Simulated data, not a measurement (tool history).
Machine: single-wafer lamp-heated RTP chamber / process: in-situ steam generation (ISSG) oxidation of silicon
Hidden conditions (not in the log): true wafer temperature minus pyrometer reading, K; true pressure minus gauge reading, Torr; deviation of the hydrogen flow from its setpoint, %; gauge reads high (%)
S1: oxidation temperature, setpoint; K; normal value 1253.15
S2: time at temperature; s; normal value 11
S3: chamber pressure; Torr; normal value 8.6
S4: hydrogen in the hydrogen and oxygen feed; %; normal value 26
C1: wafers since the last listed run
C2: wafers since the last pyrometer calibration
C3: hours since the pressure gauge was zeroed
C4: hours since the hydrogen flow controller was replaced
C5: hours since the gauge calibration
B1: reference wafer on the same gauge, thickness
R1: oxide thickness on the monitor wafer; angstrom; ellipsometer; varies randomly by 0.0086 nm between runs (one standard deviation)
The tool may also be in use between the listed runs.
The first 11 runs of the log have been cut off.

run	hour	S1	S2	S3	S4	C1	C2	C3	C4	C5	B1	R1
# hour 289.7: pressure gauge zeroed
# hour 294.1: pyrometer window cleaned and pyrometer calibrated
12	313.3	1253.15	9	8.6	26	133	127	23.6	1967.4	655.5	4.715	38.2
13	348.5	1253.15	9	8.6	26	233	361	58.8	2002.6	690.7	4.718	38.19
14	377.5	1253.15	11	8.6	26	192	554	87.8	2031.6	719.7	4.72	41.59
15	393	1253.15	11	7.8	32	102	657	103.3	2047.1	735.2	4.723	44.24
# hour 404.4: gauge calibrated
# hour 406.5: hydrogen flow controller replaced
16	412.4	1253.15	11	7.8	26	75	733	122.7	5.9	8	4.716	41.69
17	440.8	1253.15	9	8.6	26	188	921	151.1	34.3	36.4	4.72	38.45
18	472.7	1253.15	12	8.6	26	211	1133	183	66.2	68.3	4.722	43.28
19	504	1244.15	11	8.6	26	207	1341	214.3	97.5	99.6	4.72	40.68
20	528.4	1234.15	11	8.6	26	162	1503	238.7	121.9	124	4.723	39.5
21	554.5	1233.15	11	8.6	26	173	1676	264.8	148	150.1	4.721	39.53
22	574.7	1244.15	11	7.5	26	134	1811	285	168.2	170.3	4.72	40.9
23	609.4	1253.15	11	8.6	26	230	2041	319.7	202.9	205	4.719	41.78
24	643	1253.15	11	8.6	26	223	2264	353.3	236.5	238.6	4.717	41.95
25	661.8	1253.15	11	10	32	124	2389	372.1	255.3	257.4	4.719	42.89
# hour 699.2: pyrometer window cleaned and pyrometer calibrated
26	769.3	1253.15	11	8.6	26	660	465	479.6	362.8	364.9	4.718	41.47
27	796.6	1253.15	9	8.6	32	181	647	506.9	390.1	392.2	4.72	40.69
28	831.5	1258.15	11	8.6	26	231	879	541.8	425	427.1	4.718	42.18

The next listed run, before its measurement:
29	855.3	1266.15	11	7.2	26	158	1037	565.6	448.8	450.9	?	?

Logged for run 29: B1 4.721, R1 43.52 angstrom.
Were there no unlogged condition in the tool, this run, its random variation unchanged, would have produced R1 43.18 angstrom.
